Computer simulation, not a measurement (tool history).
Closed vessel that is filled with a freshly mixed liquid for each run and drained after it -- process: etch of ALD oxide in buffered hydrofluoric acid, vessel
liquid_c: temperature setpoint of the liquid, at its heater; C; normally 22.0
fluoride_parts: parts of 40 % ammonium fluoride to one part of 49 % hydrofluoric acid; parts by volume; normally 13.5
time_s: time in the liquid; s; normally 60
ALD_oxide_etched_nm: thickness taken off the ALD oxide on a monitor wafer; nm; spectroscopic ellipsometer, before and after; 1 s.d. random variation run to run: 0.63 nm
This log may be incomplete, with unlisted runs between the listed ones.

run	day	liquid_c	fluoride_parts	time_s	wafers since the last listed run	hours since the thermometer was replaced	hours since the hydrofluoric acid flow meter was replaced	hours since the gauge calibration	read-back film thickness of the ALD oxide reference wafer, read on the same gauge (nm)	ALD_oxide_etched_nm
1	0.000	22.0	11.0	60	0	925.9	1269.6	2133.0	39.96	88.32
# day 0.625: thermometer replaced
2	7.771	22.0	13.5	60	22008	171.5	1456.1	2319.5	40.02	70.87
3	11.017	22.0	13.5	60	9242	249.4	1534.0	2397.4	40.03	72.36
4	12.792	22.0	13.5	60	5054	292.0	1576.6	2440.0	40.02	71.27
5	15.958	22.0	13.5	60	9016	368.0	1652.6	2516.0	40.02	73.18
6	17.921	22.0	13.5	60	5588	415.1	1699.7	2563.1	39.99	70.67
7	20.792	22.0	13.5	60	8174	484.0	1768.6	2632.0	39.98	73.18
8	24.296	22.0	13.5	60	9977	568.1	1852.7	2716.1	39.99	72.28
9	28.096	22.0	13.5	60	10820	659.3	1943.9	2807.3	39.99	72.02
10	30.875	22.0	13.5	60	7913	726.0	2010.6	2874.0	39.97	73.44
11	34.304	22.0	13.5	60	9764	808.3	2092.9	2956.3	40.00	73.38
12	36.667	22.0	13.5	60	6727	865.0	2149.6	3013.0	39.97	74.08
# day 38.754: thermometer replaced
13	40.558	23.5	13.5	45	10962	43.3	2243.0	3106.4	40.00	59.19
# day 43.208: gauge calibrated
14	50.696	22.0	13.5	70	28866	286.6	2486.3	179.7	39.99	85.12
# day 57.092: hydrofluoric acid flow meter replaced
15	61.871	22.0	13.5	70	31701	554.8	114.7	447.9	39.99	79.75
16	65.379	22.0	13.5	85	9989	639.0	198.9	532.1	40.00	98.26
17	67.700	22.0	16.0	60	6608	694.7	254.6	587.8	40.00	58.38
18	69.638	22.0	13.5	90	5516	741.2	301.1	634.3	40.00	103.02
19	71.758	23.5	15.5	90	6038	792.1	352.0	685.2	39.98	97.12
20	73.633	22.0	16.0	60	5338	837.1	397.0	730.2	40.02	58.21
21	76.267	20.5	13.5	60	7498	900.3	460.2	793.4	40.02	63.44
22	78.196	22.0	13.5	60	5493	946.6	506.5	839.7	40.01	70.36
23	80.512	20.0	17.5	40	6596	1002.2	562.1	895.3	40.00	32.15
24	82.862	25.0	17.0	50	6691	1058.6	618.5	951.7	39.98	54.86
# day 85.317: thermometer replaced
25	86.750	22.0	19.0	80	10950	34.4	711.8	1045.0	40.01	66.06
26	90.729	18.5	13.5	75	11330	129.9	807.3	1140.5	40.00	72.82
27	93.788	17.5	8.5	40	8708	203.3	880.7	1213.9	39.97	54.74
28	97.304	22.0	18.0	60	10013	287.7	965.1	1298.3	39.98	52.78
29	99.504	22.0	13.5	60	6264	340.5	1017.9	1351.1	39.99	69.95
30	103.454	17.5	13.5	50	11247	435.3	1112.7	1445.9	40.00	46.06
31	105.446	22.0	13.5	80	5671	483.1	1160.5	1493.7	40.00	94.73
32	108.017	19.5	16.5	45	7320	544.8	1222.2	1555.4	40.01	37.85
33	110.871	22.0	13.5	60	8127	613.3	1290.7	1623.9	39.97	71.55
34	112.412	20.0	18.5	60	4389	650.3	1327.7	1660.9	40.00	47.04
35	116.033	24.0	18.5	85	10310	737.2	1414.6	1747.8	39.98	82.53

Forecast each of these 3 alternatives for the next run:
A	116.062	25.5	13.5	60	83	737.9	1415.3	1748.5	?	?
B	116.062	19.5	9.5	60	83	737.9	1415.3	1748.5	?	?
C	116.062	19.5	11.5	90	83	737.9	1415.3	1748.5	?	?

run	read-back film thickness of the ALD oxide reference wafer, read on the same gauge (nm)	ALD_oxide_etched_nm
A	40.00	86.46
B	40.00	84.51
C	40.00	108.98
The same runs, with their run-to-run variation unchanged, on a tool lacking any hidden condition would have given:
run	ALD_oxide_etched_nm
A	82.29
B	81.87
C	103.75

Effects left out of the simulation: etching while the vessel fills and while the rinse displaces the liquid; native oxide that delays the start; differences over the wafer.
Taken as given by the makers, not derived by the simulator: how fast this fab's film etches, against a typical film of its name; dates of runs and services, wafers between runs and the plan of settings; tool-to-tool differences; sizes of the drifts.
